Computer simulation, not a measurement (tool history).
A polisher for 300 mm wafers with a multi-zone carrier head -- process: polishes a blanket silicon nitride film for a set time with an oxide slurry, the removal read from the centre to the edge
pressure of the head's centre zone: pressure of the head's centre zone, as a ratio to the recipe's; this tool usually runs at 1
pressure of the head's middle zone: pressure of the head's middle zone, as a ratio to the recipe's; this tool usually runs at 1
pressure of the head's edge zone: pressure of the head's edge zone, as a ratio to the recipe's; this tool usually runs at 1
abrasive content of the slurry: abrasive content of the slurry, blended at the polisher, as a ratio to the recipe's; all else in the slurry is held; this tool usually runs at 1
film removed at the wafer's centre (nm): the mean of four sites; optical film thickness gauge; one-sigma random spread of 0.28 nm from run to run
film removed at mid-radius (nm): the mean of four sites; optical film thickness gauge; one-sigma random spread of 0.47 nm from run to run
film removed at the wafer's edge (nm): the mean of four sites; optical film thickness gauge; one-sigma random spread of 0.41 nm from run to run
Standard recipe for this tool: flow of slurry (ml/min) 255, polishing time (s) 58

| run | day | flow of slurry (ml/min) | pressure of the head's centre zone | pressure of the head's middle zone | pressure of the head's edge zone | abrasive content of the slurry | polishing time (s) | wafers since the last listed run | wafers polished on this pad | hours since the slurry nozzle was cleaned | hours since the centre zone pressure was calibrated | hours since the edge zone pressure was calibrated | hours since the carrier head's membrane was replaced | incoming thickness of the incoming film, nm | film removed at the wafer's centre (nm) | film removed at mid-radius (nm) | film removed at the wafer's edge (nm) |
|---|---|---|---|---|---|---|---|---|---|---|---|---|---|---|---|---|---|
| 1 | 0 | 255 | 1 | 1 | 1 | 1 | 58 | 0 | 2119 | 333.6 | 151.9 | 650.6 | 340.5 | 354.5 | 39.5 | 39.6 | 40.7 |
|  | 1.188 | worn pad replaced by a new one |
| 2 | 2.179 | 255 | 1 | 1 | 1 | 1 | 58 | 580 | 285 | 385.9 | 204.2 | 702.9 | 392.8 | 360.2 | 39.3 | 39.8 | 40.8 |
| 3 | 3.275 | 255 | 1 | 1 | 1 | 1 | 58 | 315 | 601 | 412.2 | 230.5 | 729.2 | 419.1 | 362.8 | 39.4 | 40.7 | 41.2 |
| 4 | 5.267 | 255 | 1 | 1 | 1 | 1 | 58 | 574 | 1175 | 460 | 278.3 | 777 | 466.9 | 359.2 | 38.8 | 39.7 | 41.3 |
| 5 | 7.408 | 255 | 1 | 1 | 1 | 1 | 58 | 617 | 1792 | 511.4 | 329.7 | 828.4 | 518.3 | 356.2 | 39.4 | 40.7 | 40.5 |
| 6 | 9.188 | 255 | 1 | 1 | 1 | 1 | 58 | 512 | 2305 | 554.1 | 372.4 | 871.1 | 561 | 363.8 | 39.4 | 39.7 | 40.3 |
|  | 9.958 | worn pad replaced by a new one |
| 7 | 11.408 | 255 | 1 | 1 | 1 | 1 | 58 | 592 | 417 | 607.4 | 425.7 | 924.4 | 614.3 | 363.8 | 39.3 | 40.1 | 41 |
| 8 | 14.146 | 255 | 1 | 0.95 | 1 | 1 | 58 | 789 | 1206 | 673.1 | 491.4 | 990.1 | 680 | 355.5 | 39.4 | 37.8 | 40.1 |
|  | 14.292 | edge zone pressure recalibrated |
|  | 15.154 | slurry nozzle cleaned |
| 9 | 16.917 | 255 | 1 | 0.95 | 1 | 1 | 58 | 762 | 1969 | 42.3 | 557.9 | 63 | 746.5 | 364.3 | 39.3 | 37.7 | 41.1 |
| 10 | 18.762 | 255 | 1 | 0.95 | 1 | 1 | 58 | 532 | 2501 | 86.6 | 602.2 | 107.3 | 790.8 | 359.6 | 38.9 | 37.4 | 41.4 |
|  | 19.983 | worn pad replaced by a new one |
| 11 | 21.346 | 330 | 1 | 1 | 1.11 | 0.8 | 58 | 696 | 393 | 148.6 | 664.2 | 169.3 | 852.8 | 361 | 36.8 | 36.5 | 38.9 |
| 12 | 22.696 | 255 | 1 | 1 | 1 | 1 | 58 | 389 | 782 | 181 | 696.6 | 201.7 | 885.2 | 357.3 | 39.4 | 39 | 41.1 |
| 13 | 24.679 | 255 | 1 | 1 | 1 | 1 | 58 | 571 | 1354 | 228.6 | 744.2 | 249.3 | 932.8 | 361.3 | 39.4 | 39.8 | 40.7 |

The next listed run, before its measurement:
| 14 | 27.204 | 290 | 0.97 | 1 | 1 | 0.85 | 58 | 727 | 2081 | 289.2 | 804.8 | 309.9 | 993.4 | 359 | ? | ? | ? |

film removed at the wafer's centre (nm): 35.5
film removed at mid-radius (nm): 36.6
film removed at the wafer's edge (nm): 38.6
Without the tool's hidden state the same run would have given film removed at the wafer's centre (nm) 35.5, film removed at mid-radius (nm) 36.6, film removed at the wafer's edge (nm) 38.6.
